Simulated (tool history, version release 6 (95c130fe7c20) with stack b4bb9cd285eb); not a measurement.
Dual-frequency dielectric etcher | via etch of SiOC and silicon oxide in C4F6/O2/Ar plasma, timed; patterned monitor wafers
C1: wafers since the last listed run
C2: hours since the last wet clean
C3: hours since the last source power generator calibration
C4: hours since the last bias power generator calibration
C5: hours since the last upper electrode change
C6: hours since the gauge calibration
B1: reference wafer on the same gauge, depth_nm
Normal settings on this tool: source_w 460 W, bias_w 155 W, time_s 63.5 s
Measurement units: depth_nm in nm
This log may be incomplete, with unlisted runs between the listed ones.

run 1 hour=0.0 | source_w=460 bias_w=155 time_s=63.5 | C1=0 C2=435.1 C3=2872.6 C4=4768.3 C5=5353.9 C6=544.9 | B1=76.9 | depth_nm=78.2
run 2 hour=20.3 | source_w=460 bias_w=155 time_s=63.5 | C1=328 C2=455.4 C3=2892.9 C4=4788.6 C5=5374.2 C6=565.2 | B1=76.9 | depth_nm=77.8
run 3 hour=47.9 | source_w=460 bias_w=155 time_s=63.5 | C1=446 C2=483.0 C3=2920.5 C4=4816.2 C5=5401.8 C6=592.8 | B1=76.9 | depth_nm=78.3
run 4 hour=76.1 | source_w=460 bias_w=155 time_s=63.5 | C1=456 C2=511.2 C3=2948.7 C4=4844.4 C5=5430.0 C6=621.0 | B1=76.9 | depth_nm=78.1
run 5 hour=97.7 | source_w=460 bias_w=155 time_s=63.5 | C1=349 C2=532.8 C3=2970.3 C4=4866.0 C5=5451.6 C6=642.6 | B1=76.9 | depth_nm=78.2
-- hour=134.1 wet clean of the chamber
run 6 hour=134.6 | source_w=540 bias_w=155 time_s=63.5 | C1=208 C2=0.5 C3=3007.2 C4=4902.9 C5=5488.5 C6=679.5 | B1=76.9 | depth_nm=79.9
run 7 hour=134.9 | source_w=540 bias_w=155 time_s=63.5 | C1=4 C2=0.8 C3=3007.5 C4=4903.2 C5=5488.8 C6=679.8 | B1=76.9 | depth_nm=80.1
run 8 hour=164.6 | source_w=410 bias_w=170 time_s=63.5 | C1=480 C2=30.5 C3=3037.2 C4=4932.9 C5=5518.5 C6=709.5 | B1=76.9 | depth_nm=75.8
run 9 hour=177.4 | source_w=410 bias_w=170 time_s=63.5 | C1=207 C2=43.3 C3=3050.0 C4=4945.7 C5=5531.3 C6=722.3 | B1=77.0 | depth_nm=76.1
run 10 hour=220.8 | source_w=460 bias_w=169 time_s=63.5 | C1=702 C2=86.7 C3=3093.4 C4=4989.1 C5=5574.7 C6=765.7 | B1=76.9 | depth_nm=78.8
-- hour=235.1 source power generator calibrated
-- hour=253.7 upper electrode replaced
run 11 hour=255.6 | source_w=460 bias_w=155 time_s=76.5 | C1=196 C2=121.5 C3=20.5 C4=5023.9 C5=1.9 C6=800.5 | B1=76.9 | depth_nm=92.1
-- hour=269.1 gauge calibrated
-- hour=274.4 bias power generator calibrated
run 12 hour=285.6 | source_w=460 bias_w=178 time_s=80.0 | C1=420 C2=151.5 C3=50.5 C4=11.2 C5=31.9 C6=16.5 | B1=76.9 | depth_nm=101.7
run 13 hour=299.5 | source_w=380 bias_w=175 time_s=54.5 | C1=224 C2=165.4 C3=64.4 C4=25.1 C5=45.8 C6=30.4 | B1=76.9 | depth_nm=65.1
run 14 hour=332.8 | source_w=510 bias_w=191 time_s=48.5 | C1=538 C2=198.7 C3=97.7 C4=58.4 C5=79.1 C6=63.7 | B1=76.9 | depth_nm=65.6
run 15 hour=386.6 | source_w=400 bias_w=155 time_s=63.5 | C1=870 C2=252.5 C3=151.5 C4=112.2 C5=132.9 C6=117.5 | B1=76.9 | depth_nm=74.2
run 16 hour=413.1 | source_w=360 bias_w=117 time_s=50.0 | C1=428 C2=279.0 C3=178.0 C4=138.7 C5=159.4 C6=144.0 | B1=76.9 | depth_nm=50.9
run 17 hour=473.6 | source_w=360 bias_w=155 time_s=47.5 | C1=978 C2=339.5 C3=238.5 C4=199.2 C5=219.9 C6=204.5 | B1=76.9 | depth_nm=53.9
run 18 hour=489.8 | source_w=460 bias_w=155 time_s=63.5 | C1=262 C2=355.7 C3=254.7 C4=215.4 C5=236.1 C6=220.7 | B1=76.9 | depth_nm=77.7
run 19 hour=521.7 | source_w=510 bias_w=124 time_s=52.5 | C1=516 C2=387.6 C3=286.6 C4=247.3 C5=268.0 C6=252.6 | B1=76.9 | depth_nm=61.2
run 20 hour=534.9 | source_w=560 bias_w=191 time_s=54.5 | C1=213 C2=400.8 C3=299.8 C4=260.5 C5=281.2 C6=265.8 | B1=76.9 | depth_nm=77.0
run 21 hour=562.0 | source_w=460 bias_w=155 time_s=63.5 | C1=438 C2=427.9 C3=326.9 C4=287.6 C5=308.3 C6=292.9 | B1=76.8 | depth_nm=78.2
run 22 hour=574.8 | source_w=390 bias_w=173 time_s=58.0 | C1=207 C2=440.7 C3=339.7 C4=300.4 C5=321.1 C6=305.7 | B1=76.9 | depth_nm=71.0
run 23 hour=608.1 | source_w=460 bias_w=155 time_s=63.5 | C1=538 C2=474.0 C3=373.0 C4=333.7 C5=354.4 C6=339.0 | B1=76.9 | depth_nm=78.2
run 24 hour=674.5 | source_w=530 bias_w=168 time_s=48.0 | C1=1074 C2=540.4 C3=439.4 C4=400.1 C5=420.8 C6=405.4 | B1=76.9 | depth_nm=63.7
-- hour=714.4 wet clean of the chamber
run 25 hour=714.9 | source_w=460 bias_w=155 time_s=63.5 | C1=265 C2=0.5 C3=479.8 C4=440.5 C5=461.2 C6=445.8 | B1=76.9 | depth_nm=76.1
run 26 hour=715.3 | source_w=460 bias_w=155 time_s=63.5 | C1=6 C2=0.9 C3=480.2 C4=440.9 C5=461.6 C6=446.2 | B1=76.9 | depth_nm=75.9
run 27 hour=726.9 | source_w=390 bias_w=124 time_s=63.5 | C1=187 C2=12.5 C3=491.8 C4=452.5 C5=473.2 C6=457.8 | B1=76.9 | depth_nm=66.4
run 28 hour=738.9 | source_w=460 bias_w=141 time_s=63.5 | C1=194 C2=24.5 C3=503.8 C4=464.5 C5=485.2 C6=469.8 | B1=76.9 | depth_nm=73.5
run 29 hour=761.1 | source_w=510 bias_w=155 time_s=63.5 | C1=359 C2=46.7 C3=526.0 C4=486.7 C5=507.4 C6=492.0 | B1=76.9 | depth_nm=79.0

The tool's hidden state at each run:
source power that arrives over what is set, %: 0 in every run
bias power that arrives over what is set, %: 0 in every run
gauge reads high (%): 0 in every run
H1: etch rate over this chamber's usual, %
run=1 H1=2.84
run=2 H1=2.98
run=3 H1=3.16
run=4 H1=3.35
run=5 H1=3.49
run=6 H1=-0.000799
run=7 H1=0.00119
run=8 H1=0.198
run=9 H1=0.283
run=10 H1=0.571
run=11 H1=0.802
run=12 H1=1
run=13 H1=1.09
run=14 H1=1.31
run=15 H1=1.67
run=16 H1=1.85
run=17 H1=2.25
run=18 H1=2.36
run=19 H1=2.57
run=20 H1=2.66
run=21 H1=2.84
run=22 H1=2.92
run=23 H1=3.14
run=24 H1=3.58
run=25 H1=0.182
run=26 H1=0.185
run=27 H1=0.262
run=28 H1=0.342
run=29 H1=0.489
